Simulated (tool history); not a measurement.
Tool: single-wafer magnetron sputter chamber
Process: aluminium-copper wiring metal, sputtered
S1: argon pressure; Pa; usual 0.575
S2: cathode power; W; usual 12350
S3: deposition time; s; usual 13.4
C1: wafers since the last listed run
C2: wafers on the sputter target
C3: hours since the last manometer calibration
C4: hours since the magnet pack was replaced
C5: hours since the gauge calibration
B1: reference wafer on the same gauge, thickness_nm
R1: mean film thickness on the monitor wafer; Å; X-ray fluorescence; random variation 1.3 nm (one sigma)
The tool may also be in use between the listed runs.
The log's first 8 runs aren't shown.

run	day	S1	S2	S3	C1	C2	C3	C4	C5	B1	R1
9	9.588	0.575	12350	13.4	1544	6910	1612.3	10276.7	736.7	299.933	2576.33
10	10.454	0.575	12350	13.4	1016	7926	1633.1	10297.5	757.5	299.338	2582.69
11	10.962	0.575	12350	13.4	596	8522	1645.3	10309.7	769.7	299.778	2587.52
# day 11.262: gauge calibrated
# day 12.038: sputter target and shields replaced
12	12.375	0.575	12350	13.4	1265	397	1679.2	10343.6	26.7	299.278	2694.05
13	13.467	0.575	12350	13.4	1280	1678	1705.4	10369.8	52.9	299.473	2639.03
14	14.058	0.575	12350	13.4	693	2372	1719.6	10384.0	67.1	300.925	2638.99
15	15.325	0.575	12350	13.4	1485	3857	1750.0	10414.4	97.5	300.142	2576.66
16	18.458	0.575	11300	13.4	3674	7532	1825.2	10489.6	172.7	299.980	2349.56
# day 19.288: magnet pack replaced
17	19.342	0.719	12350	12.5	645	8177	1846.4	1.3	193.9	299.802	2226.29
# day 20.129: sputter target and shields replaced
18	20.150	0.466	12350	13.4	557	22	1865.8	20.7	213.3	299.911	2858.77
19	20.767	0.575	12350	13.4	723	745	1880.6	35.5	228.1	300.080	2651.22
20	21.950	0.474	9300	14.7	1387	2133	1909.0	63.9	256.5	300.253	2302.99
21	23.000	0.494	15400	13.4	1231	3364	1934.2	89.1	281.7	299.727	3397.62
22	23.867	0.575	11300	13.4	1016	4381	1955.0	109.9	302.5	299.936	2372.89
23	24.996	0.459	14400	12.5	1324	5705	1982.1	137.0	329.6	299.772	2984.16
24	26.062	0.575	12350	11.9	1250	6956	2007.7	162.6	355.2	299.784	2289.41
25	27.383	0.768	14350	12.5	1549	8505	2039.4	194.3	386.9	299.823	2538.91
# day 27.888: capacitance manometer re-zeroed and calibrated
# day 28.771: sputter target and shields replaced
26	28.792	0.448	13200	11.7	869	26	21.7	228.1	420.7	299.903	2681.86
27	29.979	0.575	12350	13.4	1392	1419	50.2	256.6	449.2	300.467	2630.89
28	30.733	0.575	12350	13.4	884	2303	68.3	274.7	467.3	299.989	2643.26

Run 29 comes next. What will it give?
29	32.175	0.575	10700	11.2	1690	3994	102.9	309.3	501.9	?	?

{"run 29": {"B1": 299.875, "R1": 1878.47}}
Without the tool's hidden state the same run would have given R1 1953.53 Å.
